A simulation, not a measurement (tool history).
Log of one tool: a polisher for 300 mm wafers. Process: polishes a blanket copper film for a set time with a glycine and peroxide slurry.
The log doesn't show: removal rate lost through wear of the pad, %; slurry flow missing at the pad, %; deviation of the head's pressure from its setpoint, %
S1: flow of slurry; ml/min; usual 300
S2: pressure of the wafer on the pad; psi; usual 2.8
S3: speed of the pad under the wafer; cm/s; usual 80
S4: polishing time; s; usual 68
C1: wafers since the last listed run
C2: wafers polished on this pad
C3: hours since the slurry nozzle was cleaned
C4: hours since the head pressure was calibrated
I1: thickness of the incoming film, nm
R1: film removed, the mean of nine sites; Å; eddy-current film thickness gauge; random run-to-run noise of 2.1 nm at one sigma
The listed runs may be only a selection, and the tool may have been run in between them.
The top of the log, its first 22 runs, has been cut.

{"run": 23, "hour": 531.0, "S1": 300, "S2": 1.9, "S3": 80, "S4": 75, "C1": 132, "C2": 339, "C3": 331.3, "C4": 243.0, "I1": 1380.3, "R1": 2400}
{"run": 24, "hour": 550.6, "S1": 300, "S2": 3.3, "S3": 108, "S4": 89, "C1": 181, "C2": 521, "C3": 350.9, "C4": 262.6, "I1": 1388.0, "R1": 4738}
{"run": 25, "hour": 582.4, "S1": 300, "S2": 2.8, "S3": 80, "S4": 68, "C1": 295, "C2": 816, "C3": 382.7, "C4": 294.4, "I1": 1388.5, "R1": 2590}
{"run": 26, "hour": 600.4, "S1": 335, "S2": 2.8, "S3": 80, "S4": 68, "C1": 166, "C2": 983, "C3": 400.7, "C4": 312.4, "I1": 1363.2, "R1": 2633}
{"run": 27, "hour": 620.4, "S1": 300, "S2": 3.6, "S3": 104, "S4": 68, "C1": 185, "C2": 1168, "C3": 420.7, "C4": 332.4, "I1": 1353.8, "R1": 3676}
{"run": 28, "hour": 632.6, "S1": 300, "S2": 1.9, "S3": 58, "S4": 68, "C1": 113, "C2": 1281, "C3": 432.9, "C4": 344.6, "I1": 1359.3, "R1": 1715}
{"run": 29, "hour": 647.9, "S1": 300, "S2": 2.8, "S3": 80, "S4": 68, "C1": 141, "C2": 1423, "C3": 448.2, "C4": 359.9, "I1": 1369.6, "R1": 2559}
{"hour": 653.5, "done": "slurry nozzle cleaned"}
{"hour": 676.4, "done": "worn pad replaced by a new one"}
{"run": 30, "hour": 681.3, "S1": 300, "S2": 2.8, "S3": 80, "S4": 68, "C1": 263, "C2": 45, "C3": 27.8, "C4": 393.3, "I1": 1356.0, "R1": 2711}
{"run": 31, "hour": 713.1, "S1": 300, "S2": 2.0, "S3": 80, "S4": 85, "C1": 295, "C2": 340, "C3": 59.6, "C4": 425.1, "I1": 1358.6, "R1": 2842}
{"run": 32, "hour": 738.9, "S1": 375, "S2": 2.8, "S3": 80, "S4": 80, "C1": 239, "C2": 580, "C3": 85.4, "C4": 450.9, "I1": 1358.7, "R1": 3240}
{"run": 33, "hour": 771.0, "S1": 300, "S2": 3.1, "S3": 72, "S4": 68, "C1": 297, "C2": 877, "C3": 117.5, "C4": 483.0, "I1": 1365.3, "R1": 2584}
{"run": 34, "hour": 799.2, "S1": 300, "S2": 3.5, "S3": 98, "S4": 52, "C1": 261, "C2": 1139, "C3": 145.7, "C4": 511.2, "I1": 1366.0, "R1": 2700}
{"hour": 820.7, "done": "head pressure recalibrated"}
{"run": 35, "hour": 834.9, "S1": 300, "S2": 2.8, "S3": 62, "S4": 68, "C1": 312, "C2": 1452, "C3": 181.4, "C4": 14.2, "I1": 1376.6, "R1": 2177}
{"hour": 849.7, "done": "worn pad replaced by a new one"}
{"run": 36, "hour": 857.7, "S1": 370, "S2": 2.8, "S3": 80, "S4": 50, "C1": 174, "C2": 74, "C3": 204.2, "C4": 37.0, "I1": 1375.1, "R1": 1968}
{"run": 37, "hour": 876.7, "S1": 300, "S2": 1.9, "S3": 96, "S4": 84, "C1": 176, "C2": 250, "C3": 223.2, "C4": 56.0, "I1": 1383.9, "R1": 3078}
{"run": 38, "hour": 903.1, "S1": 300, "S2": 1.9, "S3": 104, "S4": 60, "C1": 244, "C2": 495, "C3": 249.6, "C4": 82.4, "I1": 1348.6, "R1": 2351}

Below are 3 alternative next runs, each starting from the tool's condition after run 38. Predict each:
{"run": "A", "hour": 903.5, "S1": 205, "S2": 2.8, "S3": 80, "S4": 68, "C1": 3, "C2": 499, "C3": 250.0, "C4": 82.8, "I1": 1365.6, "R1": "?"}
{"run": "B", "hour": 903.5, "S1": 300, "S2": 2.8, "S3": 100, "S4": 68, "C1": 3, "C2": 499, "C3": 250.0, "C4": 82.8, "I1": 1365.6, "R1": "?"}
{"run": "C", "hour": 903.5, "S1": 300, "S2": 2.8, "S3": 80, "S4": 47, "C1": 3, "C2": 499, "C3": 250.0, "C4": 82.8, "I1": 1365.6, "R1": "?"}

run=A R1=2399
run=B R1=3074
run=C R1=1774
Had the tool no hidden state, the same runs would have come out as:
run=A R1=2610
run=B R1=3259
run=C R1=1881
